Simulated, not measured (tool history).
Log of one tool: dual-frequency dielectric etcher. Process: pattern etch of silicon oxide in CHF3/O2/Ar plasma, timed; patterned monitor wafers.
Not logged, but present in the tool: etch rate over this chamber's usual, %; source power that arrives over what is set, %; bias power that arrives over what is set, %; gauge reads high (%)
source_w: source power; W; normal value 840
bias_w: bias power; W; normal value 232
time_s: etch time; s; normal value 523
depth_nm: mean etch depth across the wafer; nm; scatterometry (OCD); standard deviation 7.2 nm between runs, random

| run | hour | source_w | bias_w | time_s | wafers since the last listed run | hours since the last wet clean | hours since the last source power generator calibration | hours since the last bias power generator calibration | hours since the last upper electrode change | hours since the gauge calibration | read-back reference wafer on the same gauge, depth_nm | depth_nm |
|---|---|---|---|---|---|---|---|---|---|---|---|---|
| 1 | 0 | 840 | 232 | 523 | 0 | 300.3 | 1820.7 | 2241.1 | 2399.7 | 8.4 | 1461.3 | 1246.5 |
| 2 | 98.5 | 780 | 232 | 523 | 311 | 398.8 | 1919.2 | 2339.6 | 2498.2 | 106.9 | 1459.7 | 1200.1 |
| 3 | 143.5 | 780 | 232 | 523 | 142 | 443.8 | 1964.2 | 2384.6 | 2543.2 | 151.9 | 1461 | 1202.1 |
| 4 | 223.4 | 840 | 232 | 523 | 252 | 523.7 | 2044.1 | 2464.5 | 2623.1 | 231.8 | 1461.8 | 1259.5 |
| 5 | 294.8 | 840 | 232 | 523 | 225 | 595.1 | 2115.5 | 2535.9 | 2694.5 | 303.2 | 1458.1 | 1259.8 |
| 6 | 353.7 | 840 | 232 | 523 | 186 | 654 | 2174.4 | 2594.8 | 2753.4 | 362.1 | 1459.2 | 1254.8 |
|  | 532.5 | wet clean of the chamber |
| 7 | 591.4 | 840 | 232 | 523 | 675 | 58.9 | 2412.1 | 2832.5 | 2991.1 | 599.8 | 1458.2 | 1249.2 |
| 8 | 678.9 | 840 | 195 | 478.5 | 276 | 146.4 | 2499.6 | 2920 | 3078.6 | 687.3 | 1458.5 | 1045.9 |
| 9 | 738 | 840 | 180 | 523 | 186 | 205.5 | 2558.7 | 2979.1 | 3137.7 | 746.4 | 1458.4 | 1103.3 |
|  | 974.5 | upper electrode replaced |
|  | 1012.9 | source power generator calibrated |
| 10 | 1034.7 | 650 | 247 | 377.5 | 849 | 502.2 | 21.8 | 3275.8 | 60.2 | 1043.1 | 1461.1 | 804.1 |
| 11 | 1137.1 | 770 | 191 | 523 | 323 | 604.6 | 124.2 | 3378.2 | 162.6 | 1145.5 | 1461.6 | 1078.7 |
|  | 1190.1 | wet clean of the chamber |
| 12 | 1240.9 | 840 | 232 | 523 | 252 | 50.8 | 228 | 3482 | 266.4 | 1249.3 | 1459.9 | 1256.9 |
|  | 1252.3 | bias power generator calibrated |
| 13 | 1279.7 | 840 | 250 | 374.5 | 110 | 89.6 | 266.8 | 27.4 | 305.2 | 1288.1 | 1458.1 | 918.7 |
| 14 | 1357 | 690 | 274 | 627 | 244 | 166.9 | 344.1 | 104.7 | 382.5 | 1365.4 | 1460.7 | 1426.7 |
| 15 | 1405.9 | 780 | 262 | 668 | 154 | 215.8 | 393 | 153.6 | 431.4 | 1414.3 | 1461 | 1615.3 |
| 16 | 1501.5 | 930 | 232 | 523 | 302 | 311.4 | 488.6 | 249.2 | 527 | 1509.9 | 1458 | 1311.9 |
| 17 | 1541.4 | 640 | 210 | 678.5 | 126 | 351.3 | 528.5 | 289.1 | 566.9 | 1549.8 | 1459 | 1289.1 |
| 18 | 1625.3 | 840 | 232 | 387 | 265 | 435.2 | 612.4 | 373 | 650.8 | 1633.7 | 1458.1 | 929.6 |
| 19 | 1677.9 | 840 | 232 | 523 | 166 | 487.8 | 665 | 425.6 | 703.4 | 1686.3 | 1462 | 1243.7 |
| 20 | 1763.2 | 670 | 232 | 404.5 | 269 | 573.1 | 750.3 | 510.9 | 788.7 | 1771.6 | 1459.7 | 835.5 |
| 21 | 1828.3 | 990 | 192 | 523 | 205 | 638.2 | 815.4 | 576 | 853.8 | 1836.7 | 1460 | 1219.6 |
| 22 | 1912.1 | 690 | 212 | 376 | 264 | 722 | 899.2 | 659.8 | 937.6 | 1920.5 | 1459.4 | 752.2 |
|  | 1995.2 | wet clean of the chamber |
| 23 | 2014.9 | 840 | 180 | 523 | 249 | 19.7 | 1002 | 762.6 | 1040.4 | 2023.3 | 1461.7 | 1080.8 |
| 24 | 2064.3 | 840 | 232 | 523 | 156 | 69.1 | 1051.4 | 812 | 1089.8 | 2072.7 | 1461.8 | 1232.4 |
| 25 | 2136.8 | 780 | 262 | 668 | 229 | 141.6 | 1123.9 | 884.5 | 1162.3 | 2145.2 | 1458.8 | 1619.4 |

Run 26, settings as shown, results not yet in. Your forecast:
| 26 | 2212.8 | 840 | 232 | 523 | 240 | 217.6 | 1199.9 | 960.5 | 1238.3 | 2221.2 | ? | ? |

Run 26 gave read-back reference wafer on the same gauge, depth_nm 1459.6, depth_nm 1253.5 nm.
With no hidden state in the tool, this same run would have given depth_nm 1248.7 nm.

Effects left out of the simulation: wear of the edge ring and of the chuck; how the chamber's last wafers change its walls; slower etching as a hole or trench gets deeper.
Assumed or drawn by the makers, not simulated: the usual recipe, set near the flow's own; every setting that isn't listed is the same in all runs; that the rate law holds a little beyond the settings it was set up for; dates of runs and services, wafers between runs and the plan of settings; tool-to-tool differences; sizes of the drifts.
